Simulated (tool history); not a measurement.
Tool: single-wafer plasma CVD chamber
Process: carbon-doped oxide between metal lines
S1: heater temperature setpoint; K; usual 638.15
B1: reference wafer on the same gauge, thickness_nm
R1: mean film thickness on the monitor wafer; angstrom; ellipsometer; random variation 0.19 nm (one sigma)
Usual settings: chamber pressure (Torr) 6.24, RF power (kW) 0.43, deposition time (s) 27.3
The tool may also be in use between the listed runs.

Run 1, hour 0: usual settings but RF power (kW) 0.475; B1 113.988. Result: R1 1276.42 angstrom.
Run 2, hour 24.8: usual settings but RF power (kW) 0.475; B1 114.03. Result: R1 1274.33 angstrom.
Run 3, hour 83.8: usual settings but chamber pressure (Torr) 6.92; B1 114.017. Result: R1 1191.43 angstrom.
Run 4, hour 138.2: usual settings but chamber pressure (Torr) 6.92; B1 114.045. Result: R1 1191.26 angstrom.
Run 5, hour 195.9: usual settings but S1 645.15 K; B1 114.016. Result: R1 1162.19 angstrom.
Run 6, hour 228.2: usual settings but S1 645.15 K; B1 113.919. Result: R1 1160.74 angstrom.
Run 7, hour 276.2: usual settings but S1 645.15 K; B1 113.952. Result: R1 1163.69 angstrom.
Run 8, hour 320.7: usual settings; B1 113.955. Result: R1 1179.35 angstrom.
Run 9, hour 385.6: usual settings; B1 114.017. Result: R1 1178.92 angstrom.
Run 10, hour 438.4: usual settings; B1 113.966. Result: R1 1180.92 angstrom.
At hour 455.8: RF generator calibrated.
Run 11, hour 495.7: usual settings; B1 114.054. Result: R1 1228.58 angstrom.
Run 12, hour 551.3: usual settings; B1 114.009. Result: R1 1226.1 angstrom.
Run 13, hour 597.6: usual settings; B1 113.952. Result: R1 1224.49 angstrom.
Run 14, hour 634.8: usual settings; B1 114.009. Result: R1 1224.01 angstrom.
Run 15, hour 661.9: usual settings but RF power (kW) 0.475; B1 114.009. Result: R1 1316.49 angstrom.
Run 16, hour 688.3: usual settings but chamber pressure (Torr) 7.52, RF power (kW) 0.455; B1 114.084. Result: R1 1298.13 angstrom.
At hour 737.2: showerhead replaced.
At hour 741.6: gauge calibrated.
Run 17, hour 755.4: usual settings but S1 628.15 K, deposition time (s) 28.9; B1 114.054. Result: R1 1320.16 angstrom.
Run 18, hour 788: usual settings but S1 631.15 K, RF power (kW) 0.35; B1 114.027. Result: R1 1048.78 angstrom.
Run 19, hour 818.6: usual settings but chamber pressure (Torr) 7.33; B1 114.017. Result: R1 1229.69 angstrom.
At hour 897.2: capacitance manometer re-zeroed and calibrated.
At hour 944: thermocouple changed; heater temperature recalibrated.
Run 20, hour 949.6: usual settings but S1 650.15 K, chamber pressure (Torr) 7.58, RF power (kW) 0.405, deposition time (s) 31.3; B1 113.989. Result: R1 1295.78 angstrom.
Run 21, hour 1002.7: usual settings but S1 646.15 K; B1 113.963. Result: R1 1175.47 angstrom.
Run 22, hour 1069.7: usual settings but RF power (kW) 0.39; B1 113.979. Result: R1 1103.56 angstrom.
Run 23, hour 1096: usual settings but S1 642.15 K; B1 113.989. Result: R1 1182.16 angstrom.
Run 24, hour 1150.1: usual settings but S1 652.15 K, RF power (kW) 0.485; B1 114.008. Result: R1 1266.16 angstrom.
Run 25, hour 1214.4: usual settings but chamber pressure (Torr) 7.45, RF power (kW) 0.515; B1 114.038. Result: R1 1375.69 angstrom.
Run 26, hour 1242: usual settings; B1 113.964. Result: R1 1189.86 angstrom.
Run 27, hour 1291.5: usual settings but chamber pressure (Torr) 5.41, RF power (kW) 0.355, deposition time (s) 30.3; B1 114.008. Result: R1 1107.03 angstrom.
Run 28, hour 1322: usual settings; B1 113.989. Result: R1 1189.2 angstrom.
Run 29, hour 1359: usual settings but S1 652.15 K, chamber pressure (Torr) 6.67, RF power (kW) 0.505, deposition time (s) 22.3; B1 113.971. Result: R1 1071.56 angstrom.

Forecast each of these 3 alternatives for the next run:
Run A, hour 1359.4: usual settings; B1 ?. Result: R1 ?.
Run B, hour 1359.4: usual settings but S1 647.15 K, RF power (kW) 0.485; B1 ?. Result: R1 ?.
Run C, hour 1359.4: usual settings but S1 624.15 K, RF power (kW) 0.39; B1 ?. Result: R1 ?.

run       B1       R1
  A  114.035  1189.46
  B  114.035  1277.03
  C  114.035  1137.43
Without the tool's hidden state the same runs would have given:
run       R1
  A     1221
  B  1306.26
  C  1168.51

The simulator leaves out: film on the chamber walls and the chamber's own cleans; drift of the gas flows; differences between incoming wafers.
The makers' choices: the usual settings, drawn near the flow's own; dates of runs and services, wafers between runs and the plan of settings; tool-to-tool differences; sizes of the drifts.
